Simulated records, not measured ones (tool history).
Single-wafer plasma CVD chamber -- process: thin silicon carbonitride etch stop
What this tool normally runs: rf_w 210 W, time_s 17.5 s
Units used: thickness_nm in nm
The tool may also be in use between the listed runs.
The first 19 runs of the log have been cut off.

run      day  rf_w  time_s  wafers since the last listed run  hours since the last thermocouple change  hours since the last RF generator calibration  hours since the showerhead was replaced  hours since the gauge calibration  read-back reference wafer on the same gauge, thickness_nm  thickness_nm
 20   62.046   210    18.9                              1451                                     715.9                                          655.9                                    805.8                              742.7                                                     10.503        10.220
 21   64.804   230    20.0                              1651                                     782.1                                          722.1                                    872.0                              808.9                                                     10.471        11.377
 22   67.075   170    15.4                              1359                                     836.6                                          776.6                                    926.5                              863.4                                                     10.496         7.666
 23   70.154   210    17.5                              1843                                     910.5                                          850.5                                   1000.4                              937.3                                                     10.502         9.502
 24   73.571   240    19.3                              2045                                     992.5                                          932.5                                   1082.4                             1019.3                                                     10.495        11.065
 25   77.029   210    20.1                              2070                                    1075.5                                         1015.5                                   1165.4                             1102.3                                                     10.472        10.772
 26   81.467   210    17.5                              2656                                    1182.0                                         1122.0                                   1271.9                             1208.8                                                     10.484         9.285
 27   83.233   235    20.9                              1057                                    1224.4                                         1164.4                                   1314.3                             1251.2                                                     10.482        11.610
 28   85.871   195    14.2                              1578                                    1287.7                                         1227.7                                   1377.6                             1314.5                                                     10.495         7.270
      87.950  -- RF generator calibrated
 29   89.171   195    15.0                              1775                                    1366.9                                           29.3                                   1456.8                             1393.7                                                     10.487         7.982
 30   91.329   185    17.5                              1292                                    1418.7                                           81.1                                   1508.6                             1445.5                                                     10.498         9.060
 31   94.375   170    16.1                              1823                                    1491.8                                          154.2                                   1581.7                             1518.6                                                     10.508         8.045
 32   98.833   210    19.3                              2668                                    1598.8                                          261.2                                   1688.7                             1625.6                                                     10.500        10.623
 33  102.812   195    15.7                              2381                                    1694.3                                          356.7                                   1784.2                             1721.1                                                     10.483         8.386
 34  105.879   210    17.5                              1835                                    1767.9                                          430.3                                   1857.8                             1794.7                                                     10.480         9.660
 35  109.054   170    14.0                              1900                                    1844.1                                          506.5                                   1934.0                             1870.9                                                     10.502         6.930

Predict each of these 4 candidate next runs independently; none follows another, all start after run 35:
  A  109.071   210    17.5                                 9                                    1844.5                                          506.9                                   1934.4                             1871.3                                                          ?             ?
  B  109.071   200    17.5                                 9                                    1844.5                                          506.9                                   1934.4                             1871.3                                                          ?             ?
  C  109.071   245    17.5                                 9                                    1844.5                                          506.9                                   1934.4                             1871.3                                                          ?             ?
  D  109.071   210    14.3                                 9                                    1844.5                                          506.9                                   1934.4                             1871.3                                                          ?             ?

run  read-back reference wafer on the same gauge, thickness_nm  thickness_nm
  A                                                     10.490         9.560
  B                                                     10.490         9.356
  C                                                     10.490        10.206
  D                                                     10.490         7.812
With no hidden state in the tool, these same runs would have given:
run  thickness_nm
  A         9.637
  B         9.430
  C        10.288
  D         7.875

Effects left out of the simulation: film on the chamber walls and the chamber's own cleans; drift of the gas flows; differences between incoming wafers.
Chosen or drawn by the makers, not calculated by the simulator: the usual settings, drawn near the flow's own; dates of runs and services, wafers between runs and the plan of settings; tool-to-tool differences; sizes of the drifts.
